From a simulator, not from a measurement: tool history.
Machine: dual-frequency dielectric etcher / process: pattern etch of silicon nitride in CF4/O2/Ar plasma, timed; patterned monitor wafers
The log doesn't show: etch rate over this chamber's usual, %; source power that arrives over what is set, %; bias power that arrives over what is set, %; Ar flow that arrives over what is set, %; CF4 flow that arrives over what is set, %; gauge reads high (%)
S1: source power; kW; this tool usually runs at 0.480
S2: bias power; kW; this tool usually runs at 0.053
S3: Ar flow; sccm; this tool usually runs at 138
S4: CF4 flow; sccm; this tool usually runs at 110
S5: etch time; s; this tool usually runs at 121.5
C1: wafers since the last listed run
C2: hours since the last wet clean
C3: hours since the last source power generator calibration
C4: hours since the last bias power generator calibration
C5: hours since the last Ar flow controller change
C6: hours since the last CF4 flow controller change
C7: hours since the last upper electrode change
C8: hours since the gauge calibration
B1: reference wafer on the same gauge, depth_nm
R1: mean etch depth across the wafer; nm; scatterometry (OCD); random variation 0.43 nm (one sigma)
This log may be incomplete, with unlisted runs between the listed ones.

run 1 day=0.000 | S1=0.480 S2=0.053 S3=138 S4=127 S5=121.5 | C1=0 C2=516.9 C3=4263.2 C4=3362.7 C5=5234.8 C6=3183.3 C7=3377.8 C8=305.9 | B1=221.7 | R1=215.3
run 2 day=3.946 | S1=0.480 S2=0.053 S3=138 S4=110 S5=147.0 | C1=1083 C2=611.6 C3=4357.9 C4=3457.4 C5=5329.5 C6=3278.0 C7=3472.5 C8=400.6 | B1=222.4 | R1=255.5
run 3 day=4.800 | S1=0.480 S2=0.053 S3=138 S4=96 S5=121.5 | C1=234 C2=632.1 C3=4378.4 C4=3477.9 C5=5350.0 C6=3298.5 C7=3493.0 C8=421.1 | B1=222.5 | R1=204.5
-- day=6.250 wet clean of the chamber
run 4 day=6.271 | S1=0.480 S2=0.053 S3=138 S4=96 S5=121.5 | C1=129 C2=0.5 C3=4413.7 C4=3513.2 C5=5385.3 C6=3333.8 C7=3528.3 C8=456.4 | B1=222.7 | R1=205.4
run 5 day=7.021 | S1=0.480 S2=0.053 S3=138 S4=96 S5=121.5 | C1=205 C2=18.5 C3=4431.7 C4=3531.2 C5=5403.3 C6=3351.8 C7=3546.3 C8=474.4 | B1=222.8 | R1=204.9
run 6 day=7.842 | S1=0.480 S2=0.053 S3=138 S4=110 S5=121.5 | C1=225 C2=38.2 C3=4451.4 C4=3550.9 C5=5423.0 C6=3371.5 C7=3566.0 C8=494.1 | B1=222.9 | R1=210.8
-- day=8.500 bias power generator calibrated
-- day=8.771 gauge calibrated
-- day=8.983 upper electrode replaced
run 7 day=9.071 | S1=0.480 S2=0.053 S3=138 S4=110 S5=121.5 | C1=158 C2=67.7 C3=4480.9 C4=13.7 C5=5452.5 C6=3401.0 C7=2.1 C8=7.2 | B1=220.1 | R1=208.4
-- day=10.271 Ar flow controller replaced
run 8 day=10.325 | S1=0.480 S2=0.053 S3=138 S4=110 S5=121.5 | C1=275 C2=97.8 C3=4511.0 C4=43.8 C5=1.3 C6=3431.1 C7=32.2 C8=37.3 | B1=220.3 | R1=207.4
-- day=11.138 CF4 flow controller replaced
run 9 day=11.267 | S1=0.480 S2=0.053 S3=138 S4=110 S5=121.5 | C1=189 C2=120.4 C3=4533.6 C4=66.4 C5=23.9 C6=3.1 C7=54.8 C8=59.9 | B1=220.5 | R1=208.0
run 10 day=12.746 | S1=0.480 S2=0.053 S3=115 S4=99 S5=138.0 | C1=406 C2=155.9 C3=4569.1 C4=101.9 C5=59.4 C6=38.6 C7=90.3 C8=95.4 | B1=220.6 | R1=236.9
run 11 day=13.746 | S1=0.480 S2=0.053 S3=138 S4=110 S5=121.5 | C1=274 C2=179.9 C3=4593.1 C4=125.9 C5=83.4 C6=62.6 C7=114.3 C8=119.4 | B1=220.7 | R1=208.7
run 12 day=14.417 | S1=0.430 S2=0.053 S3=138 S4=136 S5=107.0 | C1=184 C2=196.0 C3=4609.2 C4=142.0 C5=99.5 C6=78.7 C7=130.4 C8=135.5 | B1=220.9 | R1=176.7
run 13 day=15.221 | S1=0.480 S2=0.053 S3=138 S4=110 S5=121.5 | C1=220 C2=215.3 C3=4628.5 C4=161.3 C5=118.8 C6=98.0 C7=149.7 C8=154.8 | B1=221.0 | R1=209.4
run 14 day=16.546 | S1=0.480 S2=0.053 S3=138 S4=110 S5=139.5 | C1=363 C2=247.1 C3=4660.3 C4=193.1 C5=150.6 C6=129.8 C7=181.5 C8=186.6 | B1=221.2 | R1=239.7
-- day=16.988 source power generator calibrated
run 15 day=17.612 | S1=0.480 S2=0.053 S3=138 S4=110 S5=121.5 | C1=247 C2=272.7 C3=15.0 C4=218.7 C5=176.2 C6=155.4 C7=207.1 C8=212.2 | B1=221.4 | R1=209.1
run 16 day=18.688 | S1=0.420 S2=0.053 S3=138 S4=110 S5=121.5 | C1=295 C2=298.5 C3=40.8 C4=244.5 C5=202.0 C6=181.2 C7=232.9 C8=238.0 | B1=221.6 | R1=190.4
run 17 day=19.833 | S1=0.480 S2=0.053 S3=109 S4=110 S5=121.5 | C1=314 C2=326.0 C3=68.3 C4=272.0 C5=229.5 C6=208.7 C7=260.4 C8=265.5 | B1=221.8 | R1=214.1
run 18 day=21.329 | S1=0.480 S2=0.053 S3=138 S4=130 S5=121.5 | C1=410 C2=361.9 C3=104.2 C4=307.9 C5=265.4 C6=244.6 C7=296.3 C8=301.4 | B1=222.0 | R1=216.4
run 19 day=22.096 | S1=0.480 S2=0.053 S3=138 S4=110 S5=121.5 | C1=210 C2=380.3 C3=122.6 C4=326.3 C5=283.8 C6=263.0 C7=314.7 C8=319.8 | B1=222.2 | R1=210.3
run 20 day=23.321 | S1=0.420 S2=0.040 S3=138 S4=102 S5=121.5 | C1=336 C2=409.7 C3=152.0 C4=355.7 C5=313.2 C6=292.4 C7=344.1 C8=349.2 | B1=222.4 | R1=164.8

Hidden state, per run?
etch rate over this chamber's usual, %: 0, the same for each run
source power that arrives over what is set, %: 0, the same for each run
bias power that arrives over what is set, %: 0, the same for each run
Ar flow that arrives over what is set, %: 0, the same for each run
CF4 flow that arrives over what is set, %: 0, the same for each run
H1: gauge reads high (%)
run=1 H1=0.746
run=2 H1=1.04
run=3 H1=1.1
run=4 H1=1.21
run=5 H1=1.27
run=6 H1=1.33
run=7 H1=0.017
run=8 H1=0.11
run=9 H1=0.18
run=10 H1=0.291
run=11 H1=0.365
run=12 H1=0.415
run=13 H1=0.475
run=14 H1=0.573
run=15 H1=0.653
run=16 H1=0.733
run=17 H1=0.818
run=18 H1=0.929
run=19 H1=0.986
run=20 H1=1.08
